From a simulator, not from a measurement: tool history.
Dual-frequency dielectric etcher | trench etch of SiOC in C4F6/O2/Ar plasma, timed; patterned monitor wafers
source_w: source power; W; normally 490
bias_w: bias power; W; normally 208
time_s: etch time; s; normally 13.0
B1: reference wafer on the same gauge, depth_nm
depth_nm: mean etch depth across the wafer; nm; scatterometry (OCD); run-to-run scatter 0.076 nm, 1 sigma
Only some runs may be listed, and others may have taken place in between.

run 1 day=0.000 | source_w=490 bias_w=208 time_s=13.0 | B1=35.29 | depth_nm=31.45
run 2 day=2.312 | source_w=490 bias_w=208 time_s=13.0 | B1=35.28 | depth_nm=31.48
run 3 day=5.717 | source_w=490 bias_w=208 time_s=13.0 | B1=35.31 | depth_nm=31.70
run 4 day=9.658 | source_w=490 bias_w=208 time_s=13.0 | B1=35.28 | depth_nm=31.76
-- day=19.779 wet clean of the chamber
run 5 day=21.529 | source_w=490 bias_w=208 time_s=13.0 | B1=35.34 | depth_nm=31.29
run 6 day=23.654 | source_w=490 bias_w=208 time_s=12.0 | B1=35.30 | depth_nm=28.96
run 7 day=27.504 | source_w=490 bias_w=208 time_s=12.0 | B1=35.32 | depth_nm=29.18
-- day=31.879 source power generator calibrated
run 8 day=31.900 | source_w=490 bias_w=208 time_s=12.0 | B1=35.29 | depth_nm=29.34
-- day=36.512 upper electrode replaced
run 9 day=36.533 | source_w=490 bias_w=208 time_s=13.0 | B1=35.32 | depth_nm=31.81
run 10 day=37.525 | source_w=440 bias_w=208 time_s=16.0 | B1=35.29 | depth_nm=36.82
run 11 day=39.458 | source_w=440 bias_w=208 time_s=16.0 | B1=35.32 | depth_nm=36.84
run 12 day=41.996 | source_w=410 bias_w=236 time_s=16.0 | B1=35.29 | depth_nm=37.70
-- day=44.700 wet clean of the chamber
run 13 day=45.350 | source_w=490 bias_w=208 time_s=13.0 | B1=35.33 | depth_nm=31.15
run 14 day=47.529 | source_w=600 bias_w=208 time_s=15.5 | B1=35.31 | depth_nm=41.30
run 15 day=49.896 | source_w=490 bias_w=208 time_s=10.0 | B1=35.29 | depth_nm=24.14
-- day=51.050 gauge calibrated
run 16 day=53.000 | source_w=490 bias_w=208 time_s=13.0 | B1=35.30 | depth_nm=31.54
run 17 day=56.125 | source_w=520 bias_w=208 time_s=13.0 | B1=35.29 | depth_nm=32.63
-- day=57.825 bias power generator calibrated
run 18 day=59.554 | source_w=590 bias_w=234 time_s=11.5 | B1=35.32 | depth_nm=32.57
run 19 day=64.542 | source_w=490 bias_w=232 time_s=14.5 | B1=35.30 | depth_nm=37.24
run 20 day=66.604 | source_w=490 bias_w=208 time_s=16.0 | B1=35.30 | depth_nm=39.29
run 21 day=69.017 | source_w=380 bias_w=245 time_s=14.0 | B1=35.29 | depth_nm=32.26

Estimate the outcome of run 22 from the log above:
-- day=71.779 wet clean of the chamber
run 22 day=73.071 | source_w=490 bias_w=208 time_s=13.0 | B1=? | depth_nm=?

{"run 22": {"B1": 35.28, "depth_nm": 31.44}}
With no hidden state in the tool, this same run would have given depth_nm 31.33 nm.

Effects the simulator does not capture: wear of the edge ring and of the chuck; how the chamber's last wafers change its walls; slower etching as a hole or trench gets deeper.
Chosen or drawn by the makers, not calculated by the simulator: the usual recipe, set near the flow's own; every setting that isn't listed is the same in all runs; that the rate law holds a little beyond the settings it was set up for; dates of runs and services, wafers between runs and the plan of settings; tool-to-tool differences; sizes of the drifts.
